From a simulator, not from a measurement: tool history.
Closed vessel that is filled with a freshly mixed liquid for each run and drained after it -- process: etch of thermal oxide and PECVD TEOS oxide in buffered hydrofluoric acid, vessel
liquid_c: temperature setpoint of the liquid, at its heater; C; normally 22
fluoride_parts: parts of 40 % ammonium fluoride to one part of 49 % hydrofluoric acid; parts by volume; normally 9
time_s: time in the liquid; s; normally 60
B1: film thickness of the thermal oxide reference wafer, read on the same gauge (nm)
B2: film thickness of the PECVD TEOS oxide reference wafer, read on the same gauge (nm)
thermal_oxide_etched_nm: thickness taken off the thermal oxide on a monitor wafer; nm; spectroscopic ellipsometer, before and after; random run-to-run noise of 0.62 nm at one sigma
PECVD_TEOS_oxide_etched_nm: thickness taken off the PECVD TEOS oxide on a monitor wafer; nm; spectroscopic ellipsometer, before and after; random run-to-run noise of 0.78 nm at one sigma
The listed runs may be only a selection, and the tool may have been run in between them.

Run 1, hour 0: usual settings but liquid_c 25.5 C; B1 59.99; B2 59.98. Result: thermal_oxide_etched_nm 74.97 nm, PECVD_TEOS_oxide_etched_nm 269.79 nm.
Run 2, hour 48.2: usual settings but liquid_c 25.5 C; B1 59.97; B2 59.99. Result: thermal_oxide_etched_nm 76.91 nm, PECVD_TEOS_oxide_etched_nm 270.05 nm.
Run 3, hour 105.1: usual settings but liquid_c 25.5 C; B1 60.02; B2 59.99. Result: thermal_oxide_etched_nm 76.24 nm, PECVD_TEOS_oxide_etched_nm 269.35 nm.
Run 4, hour 146.3: usual settings; B1 59.99; B2 60. Result: thermal_oxide_etched_nm 61.86 nm, PECVD_TEOS_oxide_etched_nm 222.35 nm.
At hour 177: gauge calibrated.
Run 5, hour 214.9: usual settings; B1 60.01; B2 60.01. Result: thermal_oxide_etched_nm 61.46 nm, PECVD_TEOS_oxide_etched_nm 221 nm.
Run 6, hour 277.8: usual settings; B1 60.01; B2 60. Result: thermal_oxide_etched_nm 62.19 nm, PECVD_TEOS_oxide_etched_nm 220.5 nm.
Run 7, hour 306.5: usual settings; B1 59.96; B2 60. Result: thermal_oxide_etched_nm 61.93 nm, PECVD_TEOS_oxide_etched_nm 220.65 nm.
Run 8, hour 377.9: usual settings; B1 60.01; B2 60. Result: thermal_oxide_etched_nm 62.17 nm, PECVD_TEOS_oxide_etched_nm 220.46 nm.
Run 9, hour 416.7: usual settings but liquid_c 26.5 C, fluoride_parts 6.5 parts by volume, time_s 40 s; B1 60.02; B2 60.01. Result: thermal_oxide_etched_nm 72.91 nm, PECVD_TEOS_oxide_etched_nm 263.69 nm.
Run 10, hour 445.2: usual settings but liquid_c 24 C, fluoride_parts 7.5 parts by volume, time_s 45 s; B1 60.01; B2 59.97. Result: thermal_oxide_etched_nm 62.83 nm, PECVD_TEOS_oxide_etched_nm 224.69 nm.
Run 11, hour 479.3: usual settings but liquid_c 20.5 C, time_s 85 s; B1 60; B2 60.01. Result: thermal_oxide_etched_nm 80.17 nm, PECVD_TEOS_oxide_etched_nm 288.41 nm.
Run 12, hour 505.4: usual settings but liquid_c 18 C, time_s 85 s; B1 59.98; B2 59.99. Result: thermal_oxide_etched_nm 71.52 nm, PECVD_TEOS_oxide_etched_nm 249.08 nm.
Run 13, hour 602.8: usual settings but liquid_c 25 C, fluoride_parts 12 parts by volume; B1 60; B2 60. Result: thermal_oxide_etched_nm 58.27 nm, PECVD_TEOS_oxide_etched_nm 202.83 nm.
Run 14, hour 645.6: usual settings but liquid_c 24 C, fluoride_parts 7 parts by volume, time_s 50 s; B1 60.01; B2 60. Result: thermal_oxide_etched_nm 74.29 nm, PECVD_TEOS_oxide_etched_nm 266.47 nm.
Run 15, hour 697.7: usual settings; B1 60.04; B2 59.98. Result: thermal_oxide_etched_nm 61.35 nm, PECVD_TEOS_oxide_etched_nm 218.88 nm.
Run 16, hour 755.1: usual settings but liquid_c 25.5 C; B1 60; B2 59.98. Result: thermal_oxide_etched_nm 74.41 nm, PECVD_TEOS_oxide_etched_nm 264.36 nm.
At hour 769.8: hydrofluoric acid flow meter replaced.
At hour 786.6: thermometer replaced.
Run 17, hour 819.8: usual settings but liquid_c 26.5 C, fluoride_parts 10.5 parts by volume, time_s 30 s; B1 59.99; B2 60.01. Result: thermal_oxide_etched_nm 37.03 nm, PECVD_TEOS_oxide_etched_nm 129.72 nm.
Run 18, hour 878.2: usual settings but liquid_c 23.5 C, time_s 90 s; B1 59.99; B2 60. Result: thermal_oxide_etched_nm 103.86 nm, PECVD_TEOS_oxide_etched_nm 371.31 nm.
Run 19, hour 939.3: usual settings but fluoride_parts 11 parts by volume; B1 59.94; B2 60.03. Result: thermal_oxide_etched_nm 54.75 nm, PECVD_TEOS_oxide_etched_nm 192.93 nm.
Run 20, hour 969.4: usual settings but fluoride_parts 7.5 parts by volume; B1 60.01; B2 60.01. Result: thermal_oxide_etched_nm 76.81 nm, PECVD_TEOS_oxide_etched_nm 277.38 nm.
Run 21, hour 1022.1: usual settings; B1 59.96; B2 60.01. Result: thermal_oxide_etched_nm 64.26 nm, PECVD_TEOS_oxide_etched_nm 226.44 nm.
Run 22, hour 1074: usual settings but liquid_c 18.5 C, fluoride_parts 10.5 parts by volume, time_s 90 s; B1 60.05; B2 60.02. Result: thermal_oxide_etched_nm 70.25 nm, PECVD_TEOS_oxide_etched_nm 250.85 nm.

Run 23, settings as shown, results not yet in. Your forecast:
Run 23, hour 1122.6: usual settings but liquid_c 26 C, fluoride_parts 6 parts by volume, time_s 85 s; B1 ?; B2 ?. Result: thermal_oxide_etched_nm ?, PECVD_TEOS_oxide_etched_nm ?.

B1: 60.03
B2: 60.01
thermal_oxide_etched_nm: 168.7 nm
PECVD_TEOS_oxide_etched_nm: 601.96 nm
With no hidden state in the tool, this same run would have given thermal_oxide_etched_nm 171.26 nm, PECVD_TEOS_oxide_etched_nm 611.08 nm.
